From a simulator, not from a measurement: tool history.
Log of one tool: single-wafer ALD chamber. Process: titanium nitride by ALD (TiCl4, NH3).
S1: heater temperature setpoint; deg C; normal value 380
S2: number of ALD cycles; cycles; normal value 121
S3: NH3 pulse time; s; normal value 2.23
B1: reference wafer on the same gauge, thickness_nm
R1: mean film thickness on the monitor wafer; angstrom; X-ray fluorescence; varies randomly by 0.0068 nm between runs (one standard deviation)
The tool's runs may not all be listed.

| run | hour | S1 | S2 | S3 | B1 | R1 |
|---|---|---|---|---|---|---|
| 1 | 0.0 | 386 | 127 | 2.23 | 2.429 | 28.60 |
| 2 | 79.9 | 380 | 121 | 2.23 | 2.429 | 27.06 |
|  | 136.9 | thermocouple changed; heater temperature recalibrated |
| 3 | 163.8 | 380 | 121 | 2.23 | 2.429 | 27.13 |
| 4 | 204.9 | 380 | 121 | 2.23 | 2.430 | 27.09 |
| 5 | 271.4 | 380 | 121 | 2.23 | 2.430 | 26.99 |
| 6 | 378.5 | 380 | 121 | 2.23 | 2.431 | 27.10 |
| 7 | 419.4 | 380 | 121 | 2.23 | 2.430 | 27.22 |
| 8 | 479.8 | 380 | 121 | 2.23 | 2.430 | 27.16 |
| 9 | 527.5 | 380 | 121 | 2.61 | 2.429 | 27.30 |
|  | 559.3 | gauge calibrated |
| 10 | 799.2 | 380 | 121 | 2.61 | 2.430 | 27.27 |
| 11 | 843.5 | 380 | 121 | 2.23 | 2.430 | 27.10 |
| 12 | 883.0 | 380 | 121 | 2.23 | 2.428 | 26.95 |
| 13 | 938.7 | 380 | 132 | 2.23 | 2.430 | 29.64 |
| 14 | 979.4 | 380 | 132 | 2.23 | 2.428 | 29.53 |
| 15 | 1035.8 | 380 | 121 | 2.23 | 2.432 | 27.01 |
| 16 | 1291.5 | 369 | 108 | 2.86 | 2.430 | 24.09 |
| 17 | 1339.6 | 380 | 121 | 2.61 | 2.430 | 27.23 |
| 18 | 1438.0 | 369 | 109 | 2.23 | 2.430 | 23.86 |
| 19 | 1487.7 | 389 | 139 | 2.85 | 2.430 | 31.71 |
| 20 | 1558.3 | 380 | 139 | 2.23 | 2.430 | 31.14 |
| 21 | 1618.4 | 380 | 138 | 2.23 | 2.430 | 30.94 |
| 22 | 1672.9 | 380 | 128 | 2.66 | 2.431 | 28.84 |
|  | 1727.4 | thermocouple changed; heater temperature recalibrated |
| 23 | 1761.4 | 392 | 110 | 3.07 | 2.429 | 25.16 |
| 24 | 1858.5 | 380 | 108 | 1.75 | 2.429 | 23.75 |
| 25 | 1923.7 | 380 | 121 | 2.23 | 2.432 | 27.08 |
| 26 | 1990.6 | 380 | 121 | 2.23 | 2.428 | 26.96 |
| 27 | 2035.8 | 390 | 111 | 1.69 | 2.430 | 24.65 |
| 28 | 2074.2 | 386 | 127 | 2.23 | 2.430 | 28.57 |
| 29 | 2171.6 | 380 | 121 | 2.23 | 2.431 | 27.16 |
|  | 2272.1 | showerhead replaced |
| 30 | 2433.9 | 389 | 136 | 2.52 | 2.430 | 30.77 |
| 31 | 2470.8 | 380 | 143 | 2.23 | 2.431 | 31.85 |
| 32 | 2780.8 | 369 | 103 | 2.70 | 2.428 | 22.96 |
| 33 | 2854.1 | 380 | 102 | 2.23 | 2.431 | 22.72 |
| 34 | 2935.8 | 387 | 129 | 2.57 | 2.430 | 29.21 |
| 35 | 3011.9 | 380 | 121 | 2.23 | 2.431 | 27.12 |
| 36 | 3089.5 | 380 | 121 | 2.23 | 2.428 | 26.95 |
| 37 | 3186.7 | 380 | 132 | 2.23 | 2.428 | 29.39 |
|  | 3214.1 | thermocouple changed; heater temperature recalibrated |
| 38 | 3280.6 | 380 | 121 | 2.23 | 2.431 | 27.02 |

5 options for the next run, each taken on its own from the tool as it stands now. Forecast them:
| A | 3281.3 | 366 | 121 | 2.23 | ? | ? |
| B | 3281.3 | 380 | 121 | 1.58 | ? | ? |
| C | 3281.3 | 393 | 111 | 2.23 | ? | ? |
| D | 3281.3 | 371 | 132 | 1.50 | ? | ? |
| E | 3281.3 | 380 | 98 | 2.23 | ? | ? |

| run | B1 | R1 |
|---|---|---|
| A | 2.430 | 26.40 |
| B | 2.430 | 26.40 |
| C | 2.430 | 25.09 |
| D | 2.430 | 28.15 |
| E | 2.430 | 21.88 |
Without the tool's unlogged condition, the same runs would have read:
| run | R1 |
|---|---|
| A | 26.40 |
| B | 26.40 |
| C | 25.09 |
| D | 28.15 |
| E | 21.88 |

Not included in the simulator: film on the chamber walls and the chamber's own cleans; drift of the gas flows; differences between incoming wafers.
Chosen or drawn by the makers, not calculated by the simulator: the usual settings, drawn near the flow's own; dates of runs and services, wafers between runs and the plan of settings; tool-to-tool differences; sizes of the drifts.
